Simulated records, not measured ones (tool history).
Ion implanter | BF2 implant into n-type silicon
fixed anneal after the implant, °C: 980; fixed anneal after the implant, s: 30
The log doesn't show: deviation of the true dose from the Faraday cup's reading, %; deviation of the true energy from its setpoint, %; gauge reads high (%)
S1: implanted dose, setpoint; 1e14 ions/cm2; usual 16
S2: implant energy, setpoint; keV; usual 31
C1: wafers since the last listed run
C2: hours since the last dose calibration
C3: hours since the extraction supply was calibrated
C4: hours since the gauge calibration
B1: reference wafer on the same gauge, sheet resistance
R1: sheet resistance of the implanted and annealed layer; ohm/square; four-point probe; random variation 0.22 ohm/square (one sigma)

{"run": 1, "hour": 0.0, "S1": 16, "S2": 31, "C1": 0, "C2": 1190.6, "C3": 5460.6, "C4": 143, "B1": 171.9, "R1": 148.25}
{"run": 2, "hour": 10.7, "S1": 16, "S2": 31, "C1": 274, "C2": 1201.3, "C3": 5471.3, "C4": 153.7, "B1": 172.11, "R1": 148.27}
{"run": 3, "hour": 21.5, "S1": 16, "S2": 31, "C1": 276, "C2": 1212.1, "C3": 5482.1, "C4": 164.5, "B1": 172.05, "R1": 148.27}
{"run": 4, "hour": 44.1, "S1": 16, "S2": 23.5, "C1": 579, "C2": 1234.7, "C3": 5504.7, "C4": 187.1, "B1": 172.2, "R1": 171.77}
{"run": 5, "hour": 64.5, "S1": 16, "S2": 23.5, "C1": 523, "C2": 1255.1, "C3": 5525.1, "C4": 207.5, "B1": 172.52, "R1": 171.55}
{"hour": 100.9, "done": "gauge calibrated"}
{"run": 6, "hour": 109.8, "S1": 16, "S2": 23.5, "C1": 1161, "C2": 1300.4, "C3": 5570.4, "C4": 8.9, "B1": 171.21, "R1": 169.89}
{"hour": 122.2, "done": "Faraday cup replaced and dose calibrated"}
{"run": 7, "hour": 122.7, "S1": 19.57, "S2": 31, "C1": 125, "C2": 0.5, "C3": 5583.3, "C4": 21.8, "B1": 171, "R1": 144.64}
{"run": 8, "hour": 129.5, "S1": 19.57, "S2": 31, "C1": 174, "C2": 7.3, "C3": 5590.1, "C4": 28.6, "B1": 171.25, "R1": 144.9}
{"run": 9, "hour": 143.3, "S1": 16, "S2": 31, "C1": 353, "C2": 21.1, "C3": 5603.9, "C4": 42.4, "B1": 171.23, "R1": 148.42}
{"run": 10, "hour": 152.8, "S1": 16, "S2": 31, "C1": 243, "C2": 30.6, "C3": 5613.4, "C4": 51.9, "B1": 171.36, "R1": 148.26}
{"run": 11, "hour": 160.8, "S1": 18.4, "S2": 34.5, "C1": 205, "C2": 38.6, "C3": 5621.4, "C4": 59.9, "B1": 171.36, "R1": 137.52}
{"run": 12, "hour": 178.6, "S1": 13.43, "S2": 36.5, "C1": 456, "C2": 56.4, "C3": 5639.2, "C4": 77.7, "B1": 171.4, "R1": 140.38}
{"run": 13, "hour": 185.6, "S1": 18.14, "S2": 35.5, "C1": 179, "C2": 63.4, "C3": 5646.2, "C4": 84.7, "B1": 171.56, "R1": 135.99}
{"run": 14, "hour": 202.6, "S1": 16, "S2": 24, "C1": 435, "C2": 80.4, "C3": 5663.2, "C4": 101.7, "B1": 171.66, "R1": 169.48}
{"hour": 214.1, "done": "extraction supply calibrated"}
{"run": 15, "hour": 214.6, "S1": 18.41, "S2": 31, "C1": 102, "C2": 92.4, "C3": 0.5, "C4": 113.7, "B1": 171.82, "R1": 145.85}
{"run": 16, "hour": 216.7, "S1": 20.05, "S2": 24.5, "C1": 53, "C2": 94.5, "C3": 2.6, "C4": 115.8, "B1": 171.91, "R1": 163.8}
{"run": 17, "hour": 233.5, "S1": 12.12, "S2": 21.5, "C1": 430, "C2": 111.3, "C3": 19.4, "C4": 132.6, "B1": 172.05, "R1": 186.47}
{"run": 18, "hour": 249.4, "S1": 20.33, "S2": 36, "C1": 407, "C2": 127.2, "C3": 35.3, "C4": 148.5, "B1": 172.05, "R1": 133.58}
{"run": 19, "hour": 260.5, "S1": 16, "S2": 24, "C1": 284, "C2": 138.3, "C3": 46.4, "C4": 159.6, "B1": 172.24, "R1": 169.77}
{"run": 20, "hour": 274.1, "S1": 16, "S2": 31, "C1": 348, "C2": 151.9, "C3": 60, "C4": 173.2, "B1": 172.24, "R1": 148.68}

Forecast each of these 3 alternatives for the next run:
{"run": "A", "hour": 274.5, "S1": 16, "S2": 22, "C1": 10, "C2": 152.3, "C3": 60.4, "C4": 173.6, "B1": "?", "R1": "?"}
{"run": "B", "hour": 274.5, "S1": 18.7, "S2": 31, "C1": 10, "C2": 152.3, "C3": 60.4, "C4": 173.6, "B1": "?", "R1": "?"}
{"run": "C", "hour": 274.5, "S1": 12.16, "S2": 20.5, "C1": 10, "C2": 152.3, "C3": 60.4, "C4": 173.6, "B1": "?", "R1": "?"}

run=A B1=172.17 R1=177.15
run=B B1=172.17 R1=146.08
run=C B1=172.17 R1=190.99
Without the tool's hidden state the same runs would have given:
run=A R1=175.91
run=B R1=145.06
run=C R1=189.65
